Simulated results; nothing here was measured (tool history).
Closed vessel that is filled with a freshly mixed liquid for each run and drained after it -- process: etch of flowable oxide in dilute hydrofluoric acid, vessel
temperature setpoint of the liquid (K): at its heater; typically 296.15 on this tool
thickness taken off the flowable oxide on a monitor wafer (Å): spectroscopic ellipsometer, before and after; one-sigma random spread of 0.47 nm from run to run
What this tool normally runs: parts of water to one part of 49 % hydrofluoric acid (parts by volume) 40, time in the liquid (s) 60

run   hour  temperature setpoint of the liquid (K)  parts of water to one part of 49 % hydrofluoric acid (parts by volume)  time in the liquid (s)  read-back film thickness of the flowable oxide reference wafer, read on the same gauge (nm)  thickness taken off the flowable oxide on a monitor wafer (Å)
  1      0                                  296.15                                                                      40                      60                                                                                        60.01                                                         1349.1
  2    6.7                                  296.15                                                                      40                      60                                                                                        59.99                                                         1342.3
  3     17                                  293.65                                                                      40                      35                                                                                           60                                                          701.8
  4   27.2                                  293.65                                                                      40                      35                                                                                        59.98                                                            708
  5   39.4                                  293.65                                                                      40                      35                                                                                        60.02                                                          706.5
  6   48.3                                  298.65                                                                      45                      60                                                                                        59.98                                                           1303
  7   66.1                                  298.65                                                                      45                      60                                                                                           60                                                           1308
  8     80                                  298.65                                                                      45                      60                                                                                        60.01                                                         1307.1
  9   94.2                                  292.65                                                                      40                      60                                                                                        59.99                                                           1166
 10  108.6                                  293.65                                                                      40                      60                                                                                        60.02                                                         1213.1
 11  121.6                                  299.15                                                                      40                      60                                                                                        60.04                                                         1513.3
 12  127.7                                  299.15                                                                      40                      60                                                                                        59.97                                                         1519.9
 13  139.5                                  299.15                                                                      40                      60                                                                                           60                                                         1521.6
     145.1  -- thermometer replaced
     153.5  -- hydrofluoric acid flow meter replaced
 14  155.1                                  296.15                                                                      40                      60                                                                                        59.98                                                         1207.4
 15  164.1                                  296.15                                                                      40                      60                                                                                        59.97                                                           1206
 16  175.1                                  296.15                                                                      40                      60                                                                                        59.99                                                         1201.5

Run 17, settings as shown, results not yet in. Your forecast:
     188.3  -- gauge calibrated
 17  188.5                                  298.65                                                                      20                      85                                                                                            ?                                                              ?

read-back film thickness of the flowable oxide reference wafer, read on the same gauge (nm): 60.02
thickness taken off the flowable oxide on a monitor wafer (Å): 3922.4
Without the tool's hidden state the same run would have given thickness taken off the flowable oxide on a monitor wafer (Å) 3914.2.

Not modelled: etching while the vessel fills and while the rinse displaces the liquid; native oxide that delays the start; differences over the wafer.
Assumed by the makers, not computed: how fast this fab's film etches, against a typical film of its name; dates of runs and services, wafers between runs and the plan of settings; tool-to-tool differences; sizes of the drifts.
